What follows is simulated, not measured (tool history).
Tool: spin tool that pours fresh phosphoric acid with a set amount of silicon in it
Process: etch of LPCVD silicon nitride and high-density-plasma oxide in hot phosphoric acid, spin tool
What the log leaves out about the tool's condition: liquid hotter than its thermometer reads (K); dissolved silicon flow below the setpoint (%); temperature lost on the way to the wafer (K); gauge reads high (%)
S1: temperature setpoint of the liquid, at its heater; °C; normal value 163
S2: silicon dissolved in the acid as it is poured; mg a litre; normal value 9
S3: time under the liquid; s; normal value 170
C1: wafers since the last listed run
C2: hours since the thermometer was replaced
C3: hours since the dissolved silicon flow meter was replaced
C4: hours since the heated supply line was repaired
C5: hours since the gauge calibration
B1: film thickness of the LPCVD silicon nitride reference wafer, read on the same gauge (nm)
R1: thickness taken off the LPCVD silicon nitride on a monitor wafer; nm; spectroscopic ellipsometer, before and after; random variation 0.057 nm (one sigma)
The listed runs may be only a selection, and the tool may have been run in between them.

Run 1, hour 0: usual settings but S3 230 s; C1 0; C2 1908.4; C3 534; C4 296.2; C5 417.1; B1 120.04. Result: R1 19.69 nm.
Run 2, hour 39.3: usual settings; C1 226; C2 1947.7; C3 573.3; C4 335.5; C5 456.4; B1 120.02. Result: R1 14.58 nm.
Run 3, hour 132.1: usual settings but S1 163.5 °C; C1 535; C2 2040.5; C3 666.1; C4 428.3; C5 549.2; B1 120. Result: R1 14.91 nm.
Run 4, hour 201.1: usual settings but S2 6 mg a litre; C1 398; C2 2109.5; C3 735.1; C4 497.3; C5 618.2; B1 119.99. Result: R1 14.61 nm.
Run 5, hour 263.2: usual settings but S2 6 mg a litre; C1 358; C2 2171.6; C3 797.2; C4 559.4; C5 680.3; B1 119.98. Result: R1 14.6 nm.
Run 6, hour 344.7: usual settings but S2 6 mg a litre; C1 470; C2 2253.1; C3 878.7; C4 640.9; C5 761.8; B1 120.01. Result: R1 14.67 nm.
Run 7, hour 465.7: usual settings but S1 165 °C, S2 13 mg a litre; C1 698; C2 2374.1; C3 999.7; C4 761.9; C5 882.8; B1 119.99. Result: R1 15.54 nm.
At hour 508.8: heated supply line repaired.
Run 8, hour 538.8: usual settings but S1 165 °C, S2 13 mg a litre; C1 416; C2 2447.2; C3 1072.8; C4 30; C5 955.9; B1 120.02. Result: R1 15.58 nm.
At hour 595.2: thermometer replaced.
Run 9, hour 638.1: usual settings but S1 165 °C, S2 13 mg a litre; C1 567; C2 42.9; C3 1172.1; C4 129.3; C5 1055.2; B1 120.01. Result: R1 15.69 nm.
At hour 681.5: gauge calibrated.
Run 10, hour 702.6: usual settings but S2 13.5 mg a litre; C1 372; C2 107.4; C3 1236.6; C4 193.8; C5 21.1; B1 120. Result: R1 14.6 nm.
Run 11, hour 797.5: usual settings; C1 547; C2 202.3; C3 1331.5; C4 288.7; C5 116; B1 119.99. Result: R1 14.66 nm.
Run 12, hour 876.2: usual settings but S1 161 °C, S3 235 s; C1 454; C2 281; C3 1410.2; C4 367.4; C5 194.7; B1 120.02. Result: R1 18.92 nm.
Run 13, hour 977.3: usual settings but S1 161 °C, S2 4 mg a litre, S3 210 s; C1 583; C2 382.1; C3 1511.3; C4 468.5; C5 295.8; B1 120. Result: R1 16.96 nm.
Run 14, hour 1033.4: usual settings but S1 165.5 °C, S2 5.5 mg a litre, S3 220 s; C1 323; C2 438.2; C3 1567.4; C4 524.6; C5 351.9; B1 119.97. Result: R1 20.56 nm.
At hour 1060.1: dissolved silicon flow meter replaced.
At hour 1260.2: heated supply line repaired.
Run 15, hour 1314: usual settings; C1 1607; C2 718.8; C3 253.9; C4 53.8; C5 632.5; B1 119.97. Result: R1 14.61 nm.
Run 16, hour 1355.4: usual settings but S2 3 mg a litre, S3 100 s; C1 238; C2 760.2; C3 295.3; C4 95.2; C5 673.9; B1 120.02. Result: R1 8.56 nm.
Run 17, hour 1472.6: usual settings; C1 676; C2 877.4; C3 412.5; C4 212.4; C5 791.1; B1 120.01. Result: R1 14.51 nm.
Run 18, hour 1564.6: usual settings but S1 161.5 °C, S2 11 mg a litre, S3 145 s; C1 530; C2 969.4; C3 504.5; C4 304.4; C5 883.1; B1 119.99. Result: R1 11.81 nm.
At hour 1612.2: gauge calibrated.
Run 19, hour 1645.7: usual settings but S1 165 °C, S2 5 mg a litre, S3 120 s; C1 468; C2 1050.5; C3 585.6; C4 385.5; C5 33.5; B1 119.96. Result: R1 11 nm.
Run 20, hour 1708.7: usual settings; C1 363; C2 1113.5; C3 648.6; C4 448.5; C5 96.5; B1 119.95. Result: R1 14.65 nm.

For each run, what was the tool's unlogged condition?
liquid hotter than its thermometer reads (K): 0 in every run
dissolved silicon flow below the setpoint (%): 0 in every run
temperature lost on the way to the wafer (K): 0 in every run
gauge reads high (%): 0 in every run

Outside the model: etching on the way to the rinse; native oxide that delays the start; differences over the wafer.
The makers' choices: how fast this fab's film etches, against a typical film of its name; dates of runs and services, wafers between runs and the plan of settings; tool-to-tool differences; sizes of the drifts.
